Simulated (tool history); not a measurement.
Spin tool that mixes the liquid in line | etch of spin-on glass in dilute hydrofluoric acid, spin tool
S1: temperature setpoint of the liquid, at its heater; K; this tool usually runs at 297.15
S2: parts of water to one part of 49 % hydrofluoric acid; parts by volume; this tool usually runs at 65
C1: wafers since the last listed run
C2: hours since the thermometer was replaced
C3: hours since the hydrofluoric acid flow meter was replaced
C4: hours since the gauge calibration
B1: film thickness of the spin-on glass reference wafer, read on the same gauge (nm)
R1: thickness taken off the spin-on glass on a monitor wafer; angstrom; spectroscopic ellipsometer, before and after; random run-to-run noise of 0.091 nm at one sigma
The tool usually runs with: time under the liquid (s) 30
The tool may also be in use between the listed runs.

{"run": 1, "hour": 0.0, "S1": 297.15, "S2": 45, "time under the liquid (s)": 20, "C1": 0, "C2": 759.1, "C3": 1374.3, "C4": 441, "B1": 49.98, "R1": 114.7}
{"run": 2, "hour": 71.9, "S1": 297.15, "S2": 45, "time under the liquid (s)": 20, "C1": 1068, "C2": 831, "C3": 1446.2, "C4": 512.9, "B1": 50, "R1": 112.7}
{"run": 3, "hour": 99.2, "S1": 297.15, "S2": 65, "time under the liquid (s)": 20, "C1": 405, "C2": 858.3, "C3": 1473.5, "C4": 540.2, "B1": 50.01, "R1": 75.6}
{"run": 4, "hour": 146.7, "S1": 297.15, "S2": 65, "time under the liquid (s)": 20, "C1": 706, "C2": 905.8, "C3": 1521, "C4": 587.7, "B1": 50.01, "R1": 75.9}
{"run": 5, "hour": 206.2, "S1": 297.15, "S2": 65, "time under the liquid (s)": 20, "C1": 884, "C2": 965.3, "C3": 1580.5, "C4": 647.2, "B1": 50, "R1": 75.9}
{"run": 6, "hour": 267.0, "S1": 300.65, "S2": 65, "time under the liquid (s)": 30, "C1": 903, "C2": 1026.1, "C3": 1641.3, "C4": 708, "B1": 50.02, "R1": 131}
{"run": 7, "hour": 326.2, "S1": 300.65, "S2": 65, "time under the liquid (s)": 30, "C1": 879, "C2": 1085.3, "C3": 1700.5, "C4": 767.2, "B1": 50.01, "R1": 130.2}
{"run": 8, "hour": 388.9, "S1": 300.65, "S2": 65, "time under the liquid (s)": 30, "C1": 932, "C2": 1148, "C3": 1763.2, "C4": 829.9, "B1": 50.01, "R1": 129.5}
{"run": 9, "hour": 428.5, "S1": 297.15, "S2": 65, "time under the liquid (s)": 30, "C1": 588, "C2": 1187.6, "C3": 1802.8, "C4": 869.5, "B1": 50.03, "R1": 111.9}
{"run": 10, "hour": 480.8, "S1": 297.15, "S2": 65, "time under the liquid (s)": 30, "C1": 777, "C2": 1239.9, "C3": 1855.1, "C4": 921.8, "B1": 50.03, "R1": 113.2}
{"run": 11, "hour": 536.5, "S1": 297.15, "S2": 65, "time under the liquid (s)": 30, "C1": 827, "C2": 1295.6, "C3": 1910.8, "C4": 977.5, "B1": 50.05, "R1": 114.2}
{"run": 12, "hour": 630.1, "S1": 297.15, "S2": 65, "time under the liquid (s)": 30, "C1": 1391, "C2": 1389.2, "C3": 2004.4, "C4": 1071.1, "B1": 50, "R1": 111.7}
{"run": 13, "hour": 663.7, "S1": 297.15, "S2": 65, "time under the liquid (s)": 30, "C1": 499, "C2": 1422.8, "C3": 2038, "C4": 1104.7, "B1": 50.04, "R1": 112.5}
{"run": 14, "hour": 703.8, "S1": 297.15, "S2": 90, "time under the liquid (s)": 30, "C1": 596, "C2": 1462.9, "C3": 2078.1, "C4": 1144.8, "B1": 50, "R1": 78.4}
{"run": 15, "hour": 762.0, "S1": 297.15, "S2": 50, "time under the liquid (s)": 50, "C1": 865, "C2": 1521.1, "C3": 2136.3, "C4": 1203, "B1": 50, "R1": 247}
{"run": 16, "hour": 814.1, "S1": 297.15, "S2": 40, "time under the liquid (s)": 30, "C1": 774, "C2": 1573.2, "C3": 2188.4, "C4": 1255.1, "B1": 50, "R1": 189.1}
{"hour": 852.3, "done": "thermometer replaced"}
{"run": 17, "hour": 852.8, "S1": 299.65, "S2": 50, "time under the liquid (s)": 30, "C1": 560, "C2": 0.5, "C3": 2227.1, "C4": 1293.8, "B1": 50.03, "R1": 172.5}
{"run": 18, "hour": 890.4, "S1": 292.15, "S2": 65, "time under the liquid (s)": 15, "C1": 558, "C2": 38.1, "C3": 2264.7, "C4": 1331.4, "B1": 50.03, "R1": 48}
{"run": 19, "hour": 941.2, "S1": 297.15, "S2": 65, "time under the liquid (s)": 45, "C1": 755, "C2": 88.9, "C3": 2315.5, "C4": 1382.2, "B1": 49.99, "R1": 176.8}
{"hour": 949.0, "done": "gauge calibrated"}
{"hour": 1008.3, "done": "hydrofluoric acid flow meter replaced"}
{"run": 20, "hour": 1013.2, "S1": 297.15, "S2": 65, "time under the liquid (s)": 30, "C1": 1055, "C2": 160.9, "C3": 4.9, "C4": 64.2, "B1": 49.98, "R1": 117.6}
{"run": 21, "hour": 1079.2, "S1": 292.65, "S2": 65, "time under the liquid (s)": 40, "C1": 981, "C2": 226.9, "C3": 70.9, "C4": 130.2, "B1": 50.03, "R1": 128.6}
{"run": 22, "hour": 1133.8, "S1": 297.15, "S2": 65, "time under the liquid (s)": 30, "C1": 811, "C2": 281.5, "C3": 125.5, "C4": 184.8, "B1": 50.02, "R1": 117.6}
{"run": 23, "hour": 1186.3, "S1": 297.15, "S2": 65, "time under the liquid (s)": 20, "C1": 780, "C2": 334, "C3": 178, "C4": 237.3, "B1": 49.99, "R1": 76.8}
{"run": 24, "hour": 1218.0, "S1": 297.15, "S2": 80, "time under the liquid (s)": 30, "C1": 471, "C2": 365.7, "C3": 209.7, "C4": 269, "B1": 50, "R1": 92.9}
{"run": 25, "hour": 1271.8, "S1": 295.15, "S2": 65, "time under the liquid (s)": 45, "C1": 799, "C2": 419.5, "C3": 263.5, "C4": 322.8, "B1": 49.99, "R1": 160.1}
{"run": 26, "hour": 1299.5, "S1": 298.65, "S2": 80, "time under the liquid (s)": 30, "C1": 411, "C2": 447.2, "C3": 291.2, "C4": 350.5, "B1": 50.02, "R1": 98.6}
{"run": 27, "hour": 1337.6, "S1": 294.15, "S2": 85, "time under the liquid (s)": 40, "C1": 566, "C2": 485.3, "C3": 329.3, "C4": 388.6, "B1": 49.99, "R1": 101.8}

Each run again, without the hidden state but with its own random variation kept:
The hidden state here: liquid colder than its thermometer reads (K); hydrofluoric acid flow above the setpoint (%); gauge reads high (%).
run=1 R1=117.8
run=2 R1=116
run=3 R1=77.8
run=4 R1=78.3
run=5 R1=78.5
run=6 R1=135.6
run=7 R1=135
run=8 R1=134.5
run=9 R1=116.5
run=10 R1=118
run=11 R1=119.3
run=12 R1=117
run=13 R1=118
run=14 R1=82.3
run=15 R1=260
run=16 R1=199.4
run=17 R1=172.9
run=18 R1=48.1
run=19 R1=177.7
run=20 R1=118.5
run=21 R1=129.9
run=22 R1=118.9
run=23 R1=77.8
run=24 R1=94.1
run=25 R1=162.7
run=26 R1=100.1
run=27 R1=103.7
